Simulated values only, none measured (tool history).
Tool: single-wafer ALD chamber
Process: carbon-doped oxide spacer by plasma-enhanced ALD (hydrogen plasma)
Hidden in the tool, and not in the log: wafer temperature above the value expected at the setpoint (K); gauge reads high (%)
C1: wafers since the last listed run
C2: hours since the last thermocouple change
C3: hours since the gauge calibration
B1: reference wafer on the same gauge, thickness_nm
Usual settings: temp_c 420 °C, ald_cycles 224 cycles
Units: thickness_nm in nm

run 1 hour=0.0 | temp_c=420 ald_cycles=239 | C1=0 C2=2176.0 C3=523.4 | B1=9.701 | thickness_nm=11.313
run 2 hour=96.8 | temp_c=420 ald_cycles=224 | C1=136 C2=2272.8 C3=620.2 | B1=9.698 | thickness_nm=10.611
run 3 hour=147.0 | temp_c=420 ald_cycles=224 | C1=70 C2=2323.0 C3=670.4 | B1=9.705 | thickness_nm=10.638
run 4 hour=214.8 | temp_c=420 ald_cycles=224 | C1=95 C2=2390.8 C3=738.2 | B1=9.700 | thickness_nm=10.640
run 5 hour=265.5 | temp_c=420 ald_cycles=224 | C1=71 C2=2441.5 C3=788.9 | B1=9.697 | thickness_nm=10.640
run 6 hour=291.9 | temp_c=428 ald_cycles=201 | C1=37 C2=2467.9 C3=815.3 | B1=9.705 | thickness_nm=9.279
run 7 hour=384.0 | temp_c=428 ald_cycles=201 | C1=129 C2=2560.0 C3=907.4 | B1=9.701 | thickness_nm=9.323
run 8 hour=432.6 | temp_c=420 ald_cycles=248 | C1=68 C2=2608.6 C3=956.0 | B1=9.702 | thickness_nm=11.796
run 9 hour=474.7 | temp_c=420 ald_cycles=248 | C1=59 C2=2650.7 C3=998.1 | B1=9.704 | thickness_nm=11.803
run 10 hour=513.4 | temp_c=420 ald_cycles=224 | C1=54 C2=2689.4 C3=1036.8 | B1=9.707 | thickness_nm=10.705
-- hour=524.0 thermocouple changed; heater temperature recalibrated
run 11 hour=559.7 | temp_c=430 ald_cycles=210 | C1=53 C2=35.7 C3=1083.1 | B1=9.696 | thickness_nm=9.382
run 12 hour=612.7 | temp_c=406 ald_cycles=212 | C1=74 C2=88.7 C3=1136.1 | B1=9.703 | thickness_nm=10.327
run 13 hour=675.5 | temp_c=420 ald_cycles=224 | C1=88 C2=151.5 C3=1198.9 | B1=9.700 | thickness_nm=10.369
run 14 hour=704.0 | temp_c=434 ald_cycles=186 | C1=40 C2=180.0 C3=1227.4 | B1=9.706 | thickness_nm=8.196
-- hour=704.5 gauge calibrated
run 15 hour=730.3 | temp_c=420 ald_cycles=224 | C1=37 C2=206.3 C3=25.8 | B1=9.700 | thickness_nm=10.380
run 16 hour=787.7 | temp_c=431 ald_cycles=195 | C1=80 C2=263.7 C3=83.2 | B1=9.700 | thickness_nm=8.697
run 17 hour=856.7 | temp_c=432 ald_cycles=236 | C1=97 C2=332.7 C3=152.2 | B1=9.702 | thickness_nm=10.481
run 18 hour=935.7 | temp_c=412 ald_cycles=209 | C1=111 C2=411.7 C3=231.2 | B1=9.702 | thickness_nm=9.965
run 19 hour=992.6 | temp_c=427 ald_cycles=224 | C1=80 C2=468.6 C3=288.1 | B1=9.698 | thickness_nm=10.144
run 20 hour=1056.6 | temp_c=420 ald_cycles=224 | C1=90 C2=532.6 C3=352.1 | B1=9.701 | thickness_nm=10.386
run 21 hour=1107.3 | temp_c=412 ald_cycles=250 | C1=71 C2=583.3 C3=402.8 | B1=9.708 | thickness_nm=11.973

The same runs without the tool's hidden state, with the same run-to-run variation:
run=1 thickness_nm=11.112
run=2 thickness_nm=10.407
run=3 thickness_nm=10.426
run=4 thickness_nm=10.416
run=5 thickness_nm=10.408
run=6 thickness_nm=9.066
run=7 thickness_nm=9.095
run=8 thickness_nm=11.506
run=9 thickness_nm=11.504
run=10 thickness_nm=10.426
run=11 thickness_nm=9.399
run=12 thickness_nm=10.345
run=13 thickness_nm=10.387
run=14 thickness_nm=8.211
run=15 thickness_nm=10.397
run=16 thickness_nm=8.711
run=17 thickness_nm=10.497
run=18 thickness_nm=9.977
run=19 thickness_nm=10.155
run=20 thickness_nm=10.395
run=21 thickness_nm=11.980
